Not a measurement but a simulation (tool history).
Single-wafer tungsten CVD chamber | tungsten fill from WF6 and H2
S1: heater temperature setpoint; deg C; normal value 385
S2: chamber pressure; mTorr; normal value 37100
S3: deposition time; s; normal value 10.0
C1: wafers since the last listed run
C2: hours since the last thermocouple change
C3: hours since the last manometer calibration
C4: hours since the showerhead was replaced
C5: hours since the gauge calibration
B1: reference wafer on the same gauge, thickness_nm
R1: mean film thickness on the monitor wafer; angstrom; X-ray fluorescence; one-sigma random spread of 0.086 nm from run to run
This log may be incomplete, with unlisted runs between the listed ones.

Run 1, hour 0.0: usual settings; C1 0; C2 1302.4; C3 1027.8; C4 4475.4; C5 1156.5; B1 21.683. Result: R1 232.39 angstrom.
Run 2, hour 70.3: usual settings but S2 41700 mTorr; C1 1903; C2 1372.7; C3 1098.1; C4 4545.7; C5 1226.8; B1 21.698. Result: R1 241.56 angstrom.
Run 3, hour 151.9: usual settings; C1 2209; C2 1454.3; C3 1179.7; C4 4627.3; C5 1308.4; B1 21.693. Result: R1 230.11 angstrom.
Run 4, hour 250.5: usual settings; C1 2669; C2 1552.9; C3 1278.3; C4 4725.9; C5 1407.0; B1 21.696. Result: R1 229.36 angstrom.
Run 5, hour 345.5: usual settings; C1 2572; C2 1647.9; C3 1373.3; C4 4820.9; C5 1502.0; B1 21.716. Result: R1 230.31 angstrom.
At hour 403.9: thermocouple changed; heater temperature recalibrated.
Run 6, hour 426.4: usual settings; C1 1973; C2 22.5; C3 1454.2; C4 4901.8; C5 1582.9; B1 21.692. Result: R1 229.76 angstrom.
At hour 468.3: showerhead replaced.
Run 7, hour 531.1: usual settings; C1 2618; C2 127.2; C3 1558.9; C4 62.8; C5 1687.6; B1 21.698. Result: R1 228.68 angstrom.
Run 8, hour 589.7: usual settings; C1 1586; C2 185.8; C3 1617.5; C4 121.4; C5 1746.2; B1 21.737. Result: R1 229.95 angstrom.
At hour 639.0: gauge calibrated.
Run 9, hour 672.9: usual settings; C1 2252; C2 269.0; C3 1700.7; C4 204.6; C5 33.9; B1 21.691. Result: R1 227.95 angstrom.
Run 10, hour 766.7: usual settings; C1 2539; C2 362.8; C3 1794.5; C4 298.4; C5 127.7; B1 21.733. Result: R1 227.67 angstrom.
At hour 793.5: capacitance manometer re-zeroed and calibrated.
Run 11, hour 867.3: usual settings; C1 2507; C2 463.4; C3 73.8; C4 399.0; C5 228.3; B1 21.683. Result: R1 233.65 angstrom.
Run 12, hour 953.0: usual settings; C1 2320; C2 549.1; C3 159.5; C4 484.7; C5 314.0; B1 21.719. Result: R1 233.32 angstrom.
Run 13, hour 1006.5: usual settings but S1 391 deg C, S3 8.7 s; C1 1448; C2 602.6; C3 213.0; C4 538.2; C5 367.5; B1 21.698. Result: R1 233.59 angstrom.
Run 14, hour 1078.5: usual settings; C1 1949; C2 674.6; C3 285.0; C4 610.2; C5 439.5; B1 21.710. Result: R1 234.24 angstrom.
Run 15, hour 1161.3: usual settings but S3 11.2 s; C1 2241; C2 757.4; C3 367.8; C4 693.0; C5 522.3; B1 21.733. Result: R1 261.03 angstrom.
Run 16, hour 1266.0: usual settings but S1 381 deg C, S3 11.2 s; C1 2834; C2 862.1; C3 472.5; C4 797.7; C5 627.0; B1 21.692. Result: R1 237.98 angstrom.
Run 17, hour 1358.3: usual settings but S1 397 deg C, S2 43400 mTorr, S3 8.6 s; C1 2498; C2 954.4; C3 564.8; C4 890.0; C5 719.3; B1 21.706. Result: R1 277.66 angstrom.
Run 18, hour 1397.3: usual settings but S1 389 deg C; C1 1055; C2 993.4; C3 603.8; C4 929.0; C5 758.3; B1 21.662. Result: R1 256.64 angstrom.
Run 19, hour 1464.0: usual settings but S1 397 deg C, S2 45600 mTorr, S3 11.4 s; C1 1805; C2 1060.1; C3 670.5; C4 995.7; C5 825.0; B1 21.706. Result: R1 373.50 angstrom.
Run 20, hour 1557.9: usual settings; C1 2542; C2 1154.0; C3 764.4; C4 1089.6; C5 918.9; B1 21.670. Result: R1 235.21 angstrom.
Run 21, hour 1615.4: usual settings but S1 373 deg C, S2 42700 mTorr; C1 1556; C2 1211.5; C3 821.9; C4 1147.1; C5 976.4; B1 21.688. Result: R1 187.05 angstrom.
Run 22, hour 1700.5: usual settings but S1 397 deg C, S2 30000 mTorr, S3 8.8 s; C1 2304; C2 1296.6; C3 907.0; C4 1232.2; C5 1061.5; B1 21.665. Result: R1 244.12 angstrom.
Run 23, hour 1760.0: usual settings; C1 1610; C2 1356.1; C3 966.5; C4 1291.7; C5 1121.0; B1 21.706. Result: R1 232.88 angstrom.
Run 24, hour 1831.1: usual settings but S1 374 deg C, S2 32600 mTorr, S3 10.6 s; C1 1924; C2 1427.2; C3 1037.6; C4 1362.8; C5 1192.1; B1 21.695. Result: R1 180.90 angstrom.
Run 25, hour 1911.0: usual settings but S1 378 deg C, S2 32600 mTorr, S3 12.0 s; C1 2163; C2 1507.1; C3 1117.5; C4 1442.7; C5 1272.0; B1 21.681. Result: R1 225.93 angstrom.
Run 26, hour 1994.0: usual settings but S3 10.8 s; C1 2247; C2 1590.1; C3 1200.5; C4 1525.7; C5 1355.0; B1 21.688. Result: R1 249.94 angstrom.
Run 27, hour 2101.4: usual settings; C1 2907; C2 1697.5; C3 1307.9; C4 1633.1; C5 1462.4; B1 21.704. Result: R1 230.81 angstrom.
Run 28, hour 2160.9: usual settings; C1 1610; C2 1757.0; C3 1367.4; C4 1692.6; C5 1521.9; B1 21.664. Result: R1 230.53 angstrom.
Run 29, hour 2198.1: usual settings but S1 390 deg C, S2 41600 mTorr; C1 1007; C2 1794.2; C3 1404.6; C4 1729.8; C5 1559.1; B1 21.705. Result: R1 268.57 angstrom.
Run 30, hour 2237.4: usual settings; C1 1064; C2 1833.5; C3 1443.9; C4 1769.1; C5 1598.4; B1 21.722. Result: R1 229.68 angstrom.
Run 31, hour 2274.4: usual settings but S3 8.5 s; C1 1001; C2 1870.5; C3 1480.9; C4 1806.1; C5 1635.4; B1 21.704. Result: R1 194.10 angstrom.
At hour 2293.5: thermocouple changed; heater temperature recalibrated.
Run 32, hour 2355.5: usual settings; C1 1979; C2 62.0; C3 1562.0; C4 1887.2; C5 1716.5; B1 21.687. Result: R1 228.62 angstrom.
At hour 2429.2: gauge calibrated.
Run 33, hour 2438.5: usual settings; C1 2247; C2 145.0; C3 1645.0; C4 1970.2; C5 9.3; B1 21.656. Result: R1 227.30 angstrom.

Across each entry between runs, compare the hidden state at the last listed run before it with the hidden state at the first listed run after it:
After run 5, before run 6: thermocouple changed; heater temperature recalibrated (hour 403.9)
  true pressure above the setpoint (%): -4.49 -> -5.03
  what was measured, less what the result would be without the hidden state, R1: -4.20 -> -4.71 angstrom
After run 6, before run 7: showerhead replaced (hour 468.3)
  true pressure above the setpoint (%): -5.03 -> -5.77
  what was measured, less what the result would be without the hidden state, R1: -4.71 -> -5.42 angstrom
After run 8, before run 9: gauge calibrated (hour 639.0)
  true pressure above the setpoint (%): -6.2 -> -6.85
  what was measured, less what the result would be without the hidden state, R1: -5.87 -> -6.45 angstrom
After run 10, before run 11: capacitance manometer re-zeroed and calibrated (hour 793.5)
  true pressure above the setpoint (%): -7.62 -> 0.656
  what was measured, less what the result would be without the hidden state, R1: -7.21 -> +0.61 angstrom
After run 31, before run 32: thermocouple changed; heater temperature recalibrated (hour 2293.5)
  true pressure above the setpoint (%): -4.46 -> -5.04
  what was measured, less what the result would be without the hidden state, R1: -3.52 -> -4.70 angstrom
After run 32, before run 33: gauge calibrated (hour 2429.2)
  true pressure above the setpoint (%): -5.04 -> -5.66
  what was measured, less what the result would be without the hidden state, R1: -4.70 -> -5.28 angstrom
